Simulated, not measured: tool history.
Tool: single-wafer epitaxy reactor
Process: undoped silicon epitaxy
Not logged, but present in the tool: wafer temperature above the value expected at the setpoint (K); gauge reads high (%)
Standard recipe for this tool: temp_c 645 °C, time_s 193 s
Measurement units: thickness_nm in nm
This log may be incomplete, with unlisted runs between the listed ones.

run    hour  temp_c  time_s  wafers since the last listed run  hours since the last pyrometer calibration  hours since the gauge calibration  read-back reference wafer on the same gauge, thickness_nm  thickness_nm
  1     0.0     645     193                                 0                                       957.6                              600.6                                                     29.484        32.632
  2    70.6     645     193                               403                                      1028.2                              671.2                                                     29.465        32.587
  3   171.4     645     193                               575                                      1129.0                              772.0                                                     29.464        32.733
  4   259.8     645     193                               504                                      1217.4                              860.4                                                     29.511        32.647
  5   392.1     645     193                               755                                      1349.7                              992.7                                                     29.498        33.126
  6   434.0     640     211                               239                                      1391.6                             1034.6                                                     29.515        32.391
  7   516.1     640     211                               468                                      1473.7                             1116.7                                                     29.477        32.569
  8   618.7     649     203                               585                                      1576.3                             1219.3                                                     29.518        36.961
  9   723.8     649     203                               600                                      1681.4                             1324.4                                                     29.512        37.274
 10   795.5     645     193                               409                                      1753.1                             1396.1                                                     29.513        32.845
 11   889.7     645     193                               537                                      1847.3                             1490.3                                                     29.487        32.573
 12  1146.8     645     193                              1468                                      2104.4                             1747.4                                                     29.482        32.665
     1164.4  -- pyrometer calibrated
 13  1185.3     656     193                               174                                        20.9                             1785.9                                                     29.473        38.038
 14  1280.6     645     193                               544                                       116.2                             1881.2                                                     29.471        31.101
 15  1320.1     645     221                               225                                       155.7                             1920.7                                                     29.496        35.557
 16  1392.8     656     178                               415                                       228.4                             1993.4                                                     29.509        35.587
 17  1470.1     649     219                               441                                       305.7                             2070.7                                                     29.502        38.551
 18  1573.8     639     193                               592                                       409.4                             2174.4                                                     29.503        28.520
     1720.8  -- gauge calibrated
 19  1806.7     653     220                              1330                                       642.3                               85.9                                                     29.497        42.648
 20  1891.0     655     156                               481                                       726.6                              170.2                                                     29.524        31.705
 21  1979.4     660     163                               504                                       815.0                              258.6                                                     29.473        36.324
 22  2073.9     655     175                               539                                       909.5                              353.1                                                     29.490        36.046
 23  2156.0     649     203                               468                                       991.6                              435.2                                                     29.493        37.070

Run 24 comes next. What will it give?
 24  2211.7     645     181                               318                                      1047.3                              490.9                                                          ?             ?

read-back reference wafer on the same gauge, thickness_nm: 29.457
thickness_nm: 30.673 nm
With no hidden state in the tool, this same run would have given thickness_nm 28.856 nm.
